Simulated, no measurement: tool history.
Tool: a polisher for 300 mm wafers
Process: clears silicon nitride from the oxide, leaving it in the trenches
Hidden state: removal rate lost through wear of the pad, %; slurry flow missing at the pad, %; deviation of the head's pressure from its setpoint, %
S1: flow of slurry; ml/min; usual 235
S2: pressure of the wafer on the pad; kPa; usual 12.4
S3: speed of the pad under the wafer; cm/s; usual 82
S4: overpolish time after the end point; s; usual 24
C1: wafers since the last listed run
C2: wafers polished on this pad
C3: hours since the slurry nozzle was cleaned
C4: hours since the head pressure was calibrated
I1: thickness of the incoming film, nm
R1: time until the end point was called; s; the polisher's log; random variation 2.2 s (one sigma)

run    hour   S1    S2   S3  S4    C1    C2     C3      C4    I1     R1
  1     0.0  235  12.4   92  24     0  2173  194.2   322.6  65.4  135.7
        3.8  -- worn pad replaced by a new one
  2    39.6  235  14.5   82  24   316   316  233.8   362.2  64.5  113.1
  3   102.2  235  14.5   82  24   553   869  296.4   424.8  65.6  124.0
  4   142.9  235  12.4   82  24   359  1229  337.1   465.5  64.5  142.2
      219.4  -- slurry nozzle cleaned
      257.7  -- worn pad replaced by a new one
  5   289.4  235  12.4   82  24  1250   280   70.0   612.0  65.3  137.3
  6   360.2  235  12.4   82  24   625   905  140.8   682.8  65.5  147.1
  7   392.0  235  12.4   82  24   280  1186  172.6   714.6  65.0  147.3
  8   462.6  215  12.4   82  19   623  1810  243.2   785.2  64.5  153.7
      505.3  -- worn pad replaced by a new one
  9   529.3  235  10.3   60  24   553   211  309.9   851.9  64.9  221.7
      549.7  -- slurry nozzle cleaned
 10   600.6  235  10.3   60  24   621   833   50.9   923.2  65.9  234.6
      711.4  -- worn pad replaced by a new one
 11   711.9  235  10.3   60  24   948     4  162.2  1034.5  65.8  215.3
 12   754.6  310  12.4   82  24   377   381  204.9  1077.2  65.6  133.8
 13   811.4  235  12.4   60  24   501   883  261.7  1134.0  64.5  190.0
      828.7  -- head pressure recalibrated
 14   855.4  200  12.4   66  14   371  1254  305.7    26.7  64.6  175.3
 15   891.8  300  15.2  100  11   321  1576  342.1    63.1  64.7   96.8
      919.0  -- slurry nozzle cleaned
 16   946.0  275  13.8   56  24   470  2046   27.0   117.3  65.8  192.1
      965.1  -- worn pad replaced by a new one
 17  1002.9  235  12.4   82  24   467   334   83.9   174.2  63.8  132.5
 18  1030.6  210  13.8   82  24   244   579  111.6   201.9  64.5  125.1
 19  1065.5  235  12.4   82  24   308   887  146.5   236.8  63.8  142.5
 20  1134.7  155  12.4   82  24   611  1498  215.7   306.0  65.8  160.4
 21  1160.8  235  12.4   82  24   230  1729  241.8   332.1  65.1  148.0
 22  1194.4  235  12.4   92  24   296  2026  275.4   365.7  64.9  131.1

4 ways to go on from here, each from the tool as it stands after run 22. What would each give?
  A  1194.9  170  12.4  82  24   4  2030  275.9  366.2  64.8   ?
  B  1194.9  235  13.8  82  14   4  2030  275.9  366.2  64.8   ?
  C  1194.9  235  12.4  70  24   4  2030  275.9  366.2  64.8   ?
  D  1194.9  235  11.0  82  24   4  2030  275.9  366.2  64.8   ?

run     R1
  A  152.7
  B  130.9
  C  169.2
  D  163.6
Without the tool's hidden state the same runs would have given:
run     R1
  A  133.1
  B  114.1
  C  147.5
  D  142.6
